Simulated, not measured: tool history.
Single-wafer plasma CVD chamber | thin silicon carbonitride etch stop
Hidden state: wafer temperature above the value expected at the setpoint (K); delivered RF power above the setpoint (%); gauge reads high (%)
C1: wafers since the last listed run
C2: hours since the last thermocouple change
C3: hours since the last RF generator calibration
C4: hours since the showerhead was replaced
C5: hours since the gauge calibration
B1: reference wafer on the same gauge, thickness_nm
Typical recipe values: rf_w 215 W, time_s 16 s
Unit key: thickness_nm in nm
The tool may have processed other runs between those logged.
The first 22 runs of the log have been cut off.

{"run": 23, "day": 22.608, "rf_w": 250, "time_s": 18.7, "C1": 1131, "C2": 352.3, "C3": 197.9, "C4": 3389.8, "C5": 1056.2, "B1": 7.588, "thickness_nm": 10.876}
{"run": 24, "day": 23.575, "rf_w": 225, "time_s": 16, "C1": 836, "C2": 375.5, "C3": 221.1, "C4": 3413, "C5": 1079.4, "B1": 7.589, "thickness_nm": 9.032}
{"day": 23.729, "done": "gauge calibrated"}
{"run": 25, "day": 24.858, "rf_w": 215, "time_s": 16, "C1": 1110, "C2": 406.3, "C3": 251.9, "C4": 3443.8, "C5": 27.1, "B1": 7.586, "thickness_nm": 8.932}
{"run": 26, "day": 26.162, "rf_w": 215, "time_s": 16, "C1": 1128, "C2": 437.6, "C3": 283.2, "C4": 3475.1, "C5": 58.4, "B1": 7.587, "thickness_nm": 8.916}
{"run": 27, "day": 27.033, "rf_w": 190, "time_s": 14.6, "C1": 753, "C2": 458.5, "C3": 304.1, "C4": 3496, "C5": 79.3, "B1": 7.591, "thickness_nm": 7.836}
{"day": 27.492, "done": "showerhead replaced"}
{"run": 28, "day": 27.662, "rf_w": 190, "time_s": 17.5, "C1": 255, "C2": 473.6, "C3": 319.2, "C4": 4.1, "C5": 94.4, "B1": 7.591, "thickness_nm": 9.392}
{"run": 29, "day": 28.5, "rf_w": 255, "time_s": 14.7, "C1": 724, "C2": 493.7, "C3": 339.3, "C4": 24.2, "C5": 114.5, "B1": 7.585, "thickness_nm": 8.594}
{"run": 30, "day": 29.604, "rf_w": 215, "time_s": 19, "C1": 955, "C2": 520.2, "C3": 365.8, "C4": 50.7, "C5": 141, "B1": 7.591, "thickness_nm": 10.551}
{"run": 31, "day": 30.375, "rf_w": 250, "time_s": 14.7, "C1": 666, "C2": 538.7, "C3": 384.3, "C4": 69.2, "C5": 159.5, "B1": 7.584, "thickness_nm": 8.516}
{"run": 32, "day": 31.825, "rf_w": 215, "time_s": 16, "C1": 1254, "C2": 573.5, "C3": 419.1, "C4": 104, "C5": 194.3, "B1": 7.595, "thickness_nm": 8.907}
{"run": 33, "day": 33.554, "rf_w": 215, "time_s": 16, "C1": 1495, "C2": 615, "C3": 460.6, "C4": 145.5, "C5": 235.8, "B1": 7.593, "thickness_nm": 8.876}
{"run": 34, "day": 34.583, "rf_w": 245, "time_s": 17.3, "C1": 890, "C2": 639.7, "C3": 485.3, "C4": 170.2, "C5": 260.5, "B1": 7.586, "thickness_nm": 9.977}
{"run": 35, "day": 35.412, "rf_w": 215, "time_s": 16, "C1": 717, "C2": 659.6, "C3": 505.2, "C4": 190.1, "C5": 280.4, "B1": 7.593, "thickness_nm": 8.871}
{"run": 36, "day": 36.908, "rf_w": 190, "time_s": 14.5, "C1": 1294, "C2": 695.5, "C3": 541.1, "C4": 226, "C5": 316.3, "B1": 7.586, "thickness_nm": 7.761}

Here are 4 independent what-if runs from the current tool condition. What would each one return?
{"run": "A", "day": 36.925, "rf_w": 215, "time_s": 16, "C1": 14, "C2": 695.9, "C3": 541.5, "C4": 226.4, "C5": 316.7, "B1": "?", "thickness_nm": "?"}
{"run": "B", "day": 36.925, "rf_w": 245, "time_s": 12.9, "C1": 14, "C2": 695.9, "C3": 541.5, "C4": 226.4, "C5": 316.7, "B1": "?", "thickness_nm": "?"}
{"run": "C", "day": 36.925, "rf_w": 180, "time_s": 18.5, "C1": 14, "C2": 695.9, "C3": 541.5, "C4": 226.4, "C5": 316.7, "B1": "?", "thickness_nm": "?"}
{"run": "D", "day": 36.925, "rf_w": 195, "time_s": 18.2, "C1": 14, "C2": 695.9, "C3": 541.5, "C4": 226.4, "C5": 316.7, "B1": "?", "thickness_nm": "?"}

run=A B1=7.583 thickness_nm=8.866
run=B B1=7.583 thickness_nm=7.425
run=C B1=7.583 thickness_nm=9.739
run=D B1=7.583 thickness_nm=9.805
The same runs, with their run-to-run variation unchanged, on a tool lacking any hidden condition would have given:
run=A thickness_nm=8.92
run=B thickness_nm=7.469
run=C thickness_nm=9.798
run=D thickness_nm=9.864

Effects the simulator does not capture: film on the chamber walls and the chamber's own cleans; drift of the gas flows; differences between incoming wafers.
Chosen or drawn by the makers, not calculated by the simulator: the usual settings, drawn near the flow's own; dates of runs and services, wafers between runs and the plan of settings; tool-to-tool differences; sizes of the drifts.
